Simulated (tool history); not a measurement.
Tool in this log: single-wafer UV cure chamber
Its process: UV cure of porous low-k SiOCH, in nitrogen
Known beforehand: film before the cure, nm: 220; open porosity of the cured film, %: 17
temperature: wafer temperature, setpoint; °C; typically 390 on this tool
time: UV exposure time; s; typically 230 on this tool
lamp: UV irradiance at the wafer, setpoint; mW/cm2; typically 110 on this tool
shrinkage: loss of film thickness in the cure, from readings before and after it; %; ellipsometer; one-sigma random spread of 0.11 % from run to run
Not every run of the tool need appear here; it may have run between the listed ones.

run    hour  temperature  time  lamp  shrinkage
  1       0          390   230   110     10.038
  2    56.7          390   230   110       9.81
      136.2  -- UV bulbs replaced
  3   136.7          390   230   110      10.78
  4   169.7          390   230   110     10.716
  5   233.3          390   230   110     10.449
  6   317.4          390   200   101      9.312
  7   360.2          390   200   101      9.219
        372  -- quartz window cleaned
  8   444.8          383   230   110     10.951
  9   530.4          390   325   110     12.549
 10   607.1          390   325   110     12.288
 11   672.7          390   230   110     10.671
 12   743.7          390   230   110     10.618
 13   845.9          390   230   110     10.274
 14   919.9          390   230   110     10.066
      973.5  -- quartz window cleaned
 15  1010.3          390   230   110     10.826
 16  1078.9          390   230   110     10.692
 17  1137.1          390   230   110     10.729
 18  1191.8          390   230   110     10.506
 19  1268.2          390   175   110      9.335
 20  1306.7          390   230   110     10.355
 21  1356.4          390   230   110     10.195
 22  1424.4          398   150    93      7.768
 23  1487.3          390   195    72      7.467
 24  1525.1          390   230   110      9.627
     1538.2  -- quartz window cleaned
 25  1630.4          384   290   142     12.346
 26  1684.6          390   355   110     11.926
     1863.7  -- UV bulbs replaced
 27  1991.3          390   295   143     12.397
 28  2074.7          401   125    89      6.985
     2118.1  -- quartz window cleaned
 29  2137.4          390   340   110     12.815
 30    2206          390   230   110      10.74
 31  2287.1          376   230   110     10.603
 32  2393.2          381   175   134     10.293
 33  2438.4          408   165   141     10.735
 34  2525.7          390   325   110     12.047
 35  2600.4          390   230   110     10.337
     2661.7  -- quartz window cleaned
 36  2702.6          390   230    87      9.729
 37  2807.4          390   325   110     12.137

Hidden state or all else? Some run-to-run changes of shrinkage, split into what the settings, what came in and random variation would give without the hidden state, and what is left for the hidden state (with any gauge scatter that isn't in both results):
Hidden state present: lamp output below its setpoint, %; transmission lost against a clean window, %.
Run 7 -> 8: temperature 390 -> 383, time 200 -> 230, lamp 101 -> 110, quartz window cleaned. shrinkage +1.732 %: hidden state +0.999, all else +0.733.
Run 14 -> 15: quartz window cleaned. shrinkage +0.76 %: hidden state +0.841, all else -0.081.
Run 24 -> 25: temperature 390 -> 384, time 230 -> 290, lamp 110 -> 142, quartz window cleaned. shrinkage +2.719 %: hidden state +0.538, all else +2.181.
Run 27 -> 28: temperature 390 -> 401, time 295 -> 125, lamp 143 -> 89. shrinkage -5.412 %: hidden state -0.131, all else -5.281.
Run 28 -> 29: temperature 401 -> 390, time 125 -> 340, lamp 89 -> 110, quartz window cleaned. shrinkage +5.83 %: hidden state +0.929, all else +4.901.

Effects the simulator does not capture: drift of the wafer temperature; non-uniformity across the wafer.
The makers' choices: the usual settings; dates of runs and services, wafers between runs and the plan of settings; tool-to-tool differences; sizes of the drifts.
